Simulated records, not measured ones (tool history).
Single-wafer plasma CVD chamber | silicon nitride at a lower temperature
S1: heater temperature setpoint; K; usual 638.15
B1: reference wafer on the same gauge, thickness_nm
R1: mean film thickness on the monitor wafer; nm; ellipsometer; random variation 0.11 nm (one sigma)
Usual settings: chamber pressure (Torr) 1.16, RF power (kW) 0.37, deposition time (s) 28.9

Run 1, hour 0: usual settings; B1 34.564. Result: R1 32.169 nm.
Run 2, hour 8.8: usual settings; B1 34.631. Result: R1 32.24 nm.
Run 3, hour 24.1: usual settings; B1 34.608. Result: R1 32.243 nm.
Run 4, hour 37.8: usual settings; B1 34.557. Result: R1 32.348 nm.
Run 5, hour 44.4: usual settings; B1 34.592. Result: R1 32.279 nm.
Run 6, hour 60: usual settings; B1 34.64. Result: R1 32.236 nm.
Run 7, hour 75.4: usual settings; B1 34.566. Result: R1 32.29 nm.
Run 8, hour 82.8: usual settings but chamber pressure (Torr) 1.35, RF power (kW) 0.425; B1 34.618. Result: R1 35.864 nm.
Run 9, hour 94.7: usual settings; B1 34.597. Result: R1 32.279 nm.
At hour 109.7: capacitance manometer re-zeroed and calibrated.
Run 10, hour 110.2: usual settings but chamber pressure (Torr) 1.33, deposition time (s) 26.5; B1 34.606. Result: R1 30.581 nm.
Run 11, hour 116.3: usual settings; B1 34.609. Result: R1 32.329 nm.
At hour 134.7: showerhead replaced.
At hour 136.9: thermocouple changed; heater temperature recalibrated.
Run 12, hour 137.4: usual settings but S1 650.15 K; B1 34.614. Result: R1 32.224 nm.
At hour 138.4: gauge calibrated.
Run 13, hour 139.8: usual settings but chamber pressure (Torr) 1.01, deposition time (s) 32.8; B1 34.609. Result: R1 35.173 nm.
Run 14, hour 145.9: usual settings but chamber pressure (Torr) 1.32; B1 34.596. Result: R1 33.341 nm.
Run 15, hour 160.7: usual settings but chamber pressure (Torr) 1.29, RF power (kW) 0.415, deposition time (s) 27.2; B1 34.572. Result: R1 32.968 nm.
Run 16, hour 178.4: usual settings; B1 34.63. Result: R1 32.369 nm.
Run 17, hour 192.2: usual settings but S1 623.15 K, RF power (kW) 0.415; B1 34.599. Result: R1 34.211 nm.
Run 18, hour 205.3: usual settings but chamber pressure (Torr) 0.87, RF power (kW) 0.4; B1 34.617. Result: R1 31.269 nm.
Run 19, hour 212.5: usual settings but S1 627.15 K, chamber pressure (Torr) 1.41, RF power (kW) 0.3, deposition time (s) 30.7; B1 34.626. Result: R1 32.485 nm.
Run 20, hour 218.6: usual settings but chamber pressure (Torr) 1.01, deposition time (s) 32.8; B1 34.571. Result: R1 35.25 nm.
Run 21, hour 233.9: usual settings but S1 648.15 K, chamber pressure (Torr) 1.37, RF power (kW) 0.42, deposition time (s) 23.5; B1 34.59. Result: R1 29.139 nm.
At hour 252: RF generator calibrated.
Run 22, hour 252.5: usual settings but chamber pressure (Torr) 1.43; B1 34.615. Result: R1 33.854 nm.
Run 23, hour 268.4: usual settings but chamber pressure (Torr) 1.43; B1 34.591. Result: R1 33.968 nm.
Run 24, hour 283.2: usual settings but S1 648.15 K, chamber pressure (Torr) 0.94, deposition time (s) 26.7; B1 34.607. Result: R1 28.09 nm.
Run 25, hour 294.7: usual settings but chamber pressure (Torr) 1.29, RF power (kW) 0.325; B1 34.601. Result: R1 31.063 nm.
Run 26, hour 336.7: usual settings; B1 34.591. Result: R1 32.234 nm.
Run 27, hour 354.4: usual settings but S1 634.15 K, chamber pressure (Torr) 1.34; B1 34.609. Result: R1 33.488 nm.
Run 28, hour 362.5: usual settings but S1 634.15 K, chamber pressure (Torr) 0.97, RF power (kW) 0.315, deposition time (s) 32.1; B1 34.564. Result: R1 31.237 nm.
Run 29, hour 377.1: usual settings but deposition time (s) 32.9; B1 34.59. Result: R1 36.845 nm.
Run 30, hour 384.6: usual settings but RF power (kW) 0.345; B1 34.62. Result: R1 31.227 nm.

3 ways to go on from here, each from the tool as it stands after run 30. What would each give?
Run A, hour 385: usual settings but S1 647.15 K; B1 ?. Result: R1 ?.
Run B, hour 385: usual settings but S1 627.15 K; B1 ?. Result: R1 ?.
Run C, hour 385: usual settings but chamber pressure (Torr) 1.05, RF power (kW) 0.325; B1 ?. Result: R1 ?.

run      B1      R1
  A  34.579  32.106
  B  34.579  32.328
  C  34.579  29.302
Without the tool's hidden state the same runs would have given:
run      R1
  A  32.106
  B  32.328
  C  29.302

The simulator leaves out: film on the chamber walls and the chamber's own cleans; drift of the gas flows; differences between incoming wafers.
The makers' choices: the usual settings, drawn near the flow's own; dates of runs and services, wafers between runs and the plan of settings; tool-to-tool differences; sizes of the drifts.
